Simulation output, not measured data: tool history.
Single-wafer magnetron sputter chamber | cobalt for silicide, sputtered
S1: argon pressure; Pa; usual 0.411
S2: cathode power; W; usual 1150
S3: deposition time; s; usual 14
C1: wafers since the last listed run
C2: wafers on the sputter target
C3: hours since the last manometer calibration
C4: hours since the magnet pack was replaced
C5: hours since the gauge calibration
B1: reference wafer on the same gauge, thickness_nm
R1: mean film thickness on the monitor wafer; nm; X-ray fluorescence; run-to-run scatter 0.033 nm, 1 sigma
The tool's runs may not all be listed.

run    day     S1    S2    S3    C1    C2      C3      C4     C5     B1      R1
  1      0  0.411  1150    14     0  2701  2117.2  8430.8  114.8  6.934   8.198
     0.621  -- sputter target and shields replaced
  2  0.642  0.501  1150    14   257    17  2132.6  8446.2  130.2  6.924   8.111
  3  0.979  0.501  1150    14   281   298  2140.7  8454.3  138.3  6.922    8.03
  4  1.467  0.411  1150  14.9   406   705  2152.4    8466    150  6.924   8.734
  5  2.096  0.411  1150  14.9   524  1230  2167.5  8481.1  165.1  6.913   8.826
  6  2.533  0.411  1150    14   364  1594    2178  8491.6  175.6  6.918   8.235
  7  2.842  0.411  1150    14   257  1852  2185.4    8499    183  6.926   8.212
     3.279  -- magnet pack replaced
  8    3.3  0.411  1150    14   104  1956  2196.4     0.5    194  6.919   8.256
  9  3.871  0.411  1150    14   476  2432  2210.1    14.2  207.7  6.929   8.234
     4.238  -- capacitance manometer re-zeroed and calibrated
     4.567  -- sputter target and shields replaced
 10  4.588  0.411  1150    14    47    18     8.4    31.4  224.9  6.929   8.208
 11  4.838  0.411  1150    14   208   226    14.4    37.4  230.9  6.919   8.274
 12   5.25  0.509  1150  12.4   344   570    24.3    47.3  240.8   6.91   7.145
     6.667  -- gauge calibrated
 13  7.383  0.536   900  16.5  1779  2349    75.5    98.5   17.2  6.924   7.718
 14  7.908  0.335  1400  12.4   437  2787    88.1   111.1   29.8  6.921   8.721
     8.571  -- sputter target and shields replaced
 15  8.592  0.342  1450  15.6   291    18   104.5   127.5   46.2   6.92  11.371
 16  8.925  0.411  1300  12.8   278   296   112.5   135.5   54.2  6.911   8.292
 17  9.308  0.411  1150    14   319   616   121.7   144.7   63.4  6.921   8.196
 18  9.912  0.506  1050  16.3   503  1120   136.2   159.2   77.9   6.92   8.693

Hidden state, per run?
deposition rate above that of a new target (%): 0, the same for each run
true argon pressure above the setpoint (%): 0, the same for each run
gauge reads high (%): 0, the same for each run
